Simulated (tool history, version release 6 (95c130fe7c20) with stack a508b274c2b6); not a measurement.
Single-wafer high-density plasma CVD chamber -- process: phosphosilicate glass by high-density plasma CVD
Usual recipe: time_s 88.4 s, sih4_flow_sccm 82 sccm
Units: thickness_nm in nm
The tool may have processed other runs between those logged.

run,hour,time_s,sih4_flow_sccm,wafers since the last listed run,hours since the silane flow controller was replaced,hours since the gauge calibration,"read-back reference wafer on the same gauge, thickness_nm",thickness_nm
1,0,92.8,82,0,3034.4,414.2,640.832,691.031
2,22.1,92.8,82,513,3056.5,436.3,641.505,693.738
3,58.1,92.8,82,835,3092.5,472.3,641.033,695.292
4,91.6,93.7,75,777,3126,505.8,640.773,639.331
5,123.5,93.7,75,740,3157.9,537.7,641.314,639.323
6,136.1,95.5,72,292,3170.5,550.3,641.219,622.806
# hour 153.9: gauge calibrated
7,156.6,83.9,93,475,3191,2.7,640.556,709.28
8,181.5,83.9,93,578,3215.9,27.6,640.33,710.479
9,208.9,83.9,93,636,3243.3,55,640.829,706.908
10,223.9,88.4,82,348,3258.3,70,640.823,656.884
11,257.2,102.9,86,773,3291.6,103.3,641.681,802.66
12,288.1,78,87,717,3322.5,134.2,640.817,613.925
13,311.4,78,87,540,3345.8,157.5,641.125,615.883
14,344.1,75,94,759,3378.5,190.2,640.548,638.037
# hour 361.5: silane flow controller replaced
15,372.5,88.4,91,473,11,218.6,640.572,782.374
16,394,96.6,89,499,32.5,240.1,640.767,833.779
17,423.6,88.4,82,687,62.1,269.7,641.201,701.949
18,457.4,104.4,82,784,95.9,303.5,640.792,829.78
19,470.6,88.4,71,306,109.1,316.7,641.628,610.323
20,505.9,73.3,82,819,144.4,352,641.083,582.978

3 ways to go on from here, each from the tool as it stands after run 20. What would each give?
A,506.3,88.4,82,9,144.8,352.4,?,?
B,506.3,74.2,82,9,144.8,352.4,?,?
C,506.3,97.2,71,9,144.8,352.4,?,?

run,"read-back reference wafer on the same gauge, thickness_nm",thickness_nm
A,641.015,704.44
B,641.015,591.284
C,641.015,670.661
Stripped of hidden state, with their random variation kept, the same runs would have yielded:
run,thickness_nm
A,712.585
B,598.12
C,678.414

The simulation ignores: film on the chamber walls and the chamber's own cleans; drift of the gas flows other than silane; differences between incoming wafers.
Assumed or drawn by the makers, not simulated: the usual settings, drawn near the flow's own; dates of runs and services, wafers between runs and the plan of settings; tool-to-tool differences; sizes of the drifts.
